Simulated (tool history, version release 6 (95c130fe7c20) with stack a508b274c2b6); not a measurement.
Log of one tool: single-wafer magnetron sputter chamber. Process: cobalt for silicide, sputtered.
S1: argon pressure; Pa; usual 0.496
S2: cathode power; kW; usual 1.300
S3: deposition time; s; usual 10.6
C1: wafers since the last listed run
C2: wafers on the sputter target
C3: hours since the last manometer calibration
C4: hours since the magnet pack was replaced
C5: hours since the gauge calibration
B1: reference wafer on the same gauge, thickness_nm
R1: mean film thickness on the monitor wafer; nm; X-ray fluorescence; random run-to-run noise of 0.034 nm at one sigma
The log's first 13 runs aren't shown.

{"run": 14, "hour": 642.3, "S1": 0.496, "S2": 1.3, "S3": 10.6, "C1": 914, "C2": 11924, "C3": 48.7, "C4": 4645.9, "C5": 236.9, "B1": 7.585, "R1": 6.883}
{"run": 15, "hour": 702.6, "S1": 0.496, "S2": 1.3, "S3": 10.6, "C1": 1479, "C2": 13403, "C3": 109.0, "C4": 4706.2, "C5": 297.2, "B1": 7.575, "R1": 6.853}
{"hour": 722.5, "done": "magnet pack replaced"}
{"run": 16, "hour": 738.3, "S1": 0.377, "S2": 1.45, "S3": 9.5, "C1": 679, "C2": 14083, "C3": 144.7, "C4": 15.8, "C5": 332.9, "B1": 7.574, "R1": 7.117}
{"hour": 756.8, "done": "sputter target and shields replaced"}
{"run": 17, "hour": 768.5, "S1": 0.331, "S2": 1.3, "S3": 12.3, "C1": 544, "C2": 288, "C3": 174.9, "C4": 46.0, "C5": 363.1, "B1": 7.573, "R1": 8.429}
{"run": 18, "hour": 811.1, "S1": 0.496, "S2": 1.1, "S3": 10.6, "C1": 1044, "C2": 1332, "C3": 217.5, "C4": 88.6, "C5": 405.7, "B1": 7.584, "R1": 5.83}
{"run": 19, "hour": 839.7, "S1": 0.41, "S2": 1.5, "S3": 9.9, "C1": 701, "C2": 2034, "C3": 246.1, "C4": 117.2, "C5": 434.3, "B1": 7.585, "R1": 7.72}
{"run": 20, "hour": 876.8, "S1": 0.426, "S2": 1.4, "S3": 12.1, "C1": 909, "C2": 2944, "C3": 283.2, "C4": 154.3, "C5": 471.4, "B1": 7.578, "R1": 8.687}
{"run": 21, "hour": 947.2, "S1": 0.355, "S2": 1.5, "S3": 8.6, "C1": 1726, "C2": 4671, "C3": 353.6, "C4": 224.7, "C5": 541.8, "B1": 7.569, "R1": 6.718}
{"run": 22, "hour": 1000.5, "S1": 0.426, "S2": 1.3, "S3": 10.6, "C1": 1307, "C2": 5978, "C3": 406.9, "C4": 278.0, "C5": 595.1, "B1": 7.585, "R1": 7.0}
{"run": 23, "hour": 1045.0, "S1": 0.496, "S2": 1.3, "S3": 10.6, "C1": 1091, "C2": 7070, "C3": 451.4, "C4": 322.5, "C5": 639.6, "B1": 7.577, "R1": 6.838}

What does the tool deliver on the next run?
{"run": 24, "hour": 1089.3, "S1": 0.496, "S2": 1.3, "S3": 10.6, "C1": 1086, "C2": 8156, "C3": 495.7, "C4": 366.8, "C5": 683.9, "B1": "?", "R1": "?"}

{"run 24": {"B1": 7.587, "R1": 6.939}}
Without the tool's hidden state the same run would have given R1 6.939 nm.

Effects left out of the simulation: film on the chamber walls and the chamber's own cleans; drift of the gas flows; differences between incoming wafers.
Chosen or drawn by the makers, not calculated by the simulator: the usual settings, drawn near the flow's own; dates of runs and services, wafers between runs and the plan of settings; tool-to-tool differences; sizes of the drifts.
